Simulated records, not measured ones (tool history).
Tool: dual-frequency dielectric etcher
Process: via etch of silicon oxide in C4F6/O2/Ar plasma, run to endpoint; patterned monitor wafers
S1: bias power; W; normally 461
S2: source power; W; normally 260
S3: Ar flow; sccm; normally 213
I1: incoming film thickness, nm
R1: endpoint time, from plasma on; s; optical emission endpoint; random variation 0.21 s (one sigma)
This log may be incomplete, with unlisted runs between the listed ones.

run	hour	S1	S2	S3	I1	R1
1	0.0	461	260	213	89.3	24.3
2	32.7	461	260	244	89.5	24.2
3	68.2	461	260	244	87.9	23.7
# hour 119.7: upper electrode replaced
# hour 125.5: Ar flow controller replaced
4	126.0	461	260	244	88.3	23.1
# hour 135.9: source power generator calibrated
5	138.5	422	260	213	88.9	24.0
6	167.4	461	260	213	87.6	23.2
7	211.4	461	280	213	89.0	22.3
8	244.2	461	280	213	88.5	21.9
9	256.6	461	260	213	88.3	23.1
10	268.7	461	260	213	88.9	23.1
11	284.0	496	230	242	89.0	24.7
12	301.1	359	210	244	89.7	28.1
13	314.9	568	220	256	88.9	24.5
14	338.5	461	260	213	88.8	22.8
# hour 373.8: wet clean of the chamber
15	374.3	461	260	198	88.3	24.0
# hour 388.4: bias power generator calibrated
16	389.3	411	280	213	87.4	23.3
17	410.4	461	200	213	89.0	28.6
18	435.4	461	310	188	88.8	21.2
19	449.8	411	280	213	88.1	23.7
20	515.3	461	260	213	87.6	24.0
21	537.2	552	240	239	88.5	23.7
22	549.9	556	240	235	88.1	23.6
23	576.6	565	230	213	89.1	24.2
24	612.3	354	220	256	88.7	28.4
25	631.7	572	260	185	87.6	21.8
26	656.1	570	260	213	88.5	22.1
27	689.1	535	240	227	88.5	23.7
28	719.1	461	260	213	88.5	23.2
29	741.9	461	260	213	88.8	23.0

Predict each of these 4 candidate next runs independently; none follows another, all start after run 29:
A	742.3	461	300	213	88.8	?
B	742.3	353	230	250	88.8	?
C	742.3	540	310	242	88.8	?
D	742.3	528	240	213	88.8	?

run	R1
A	21.4
B	26.9
C	20.4
D	23.3
The same runs, with their run-to-run variation unchanged, on a tool lacking any hidden condition would have given:
run	R1
A	22.0
B	27.6
C	20.9
D	23.9
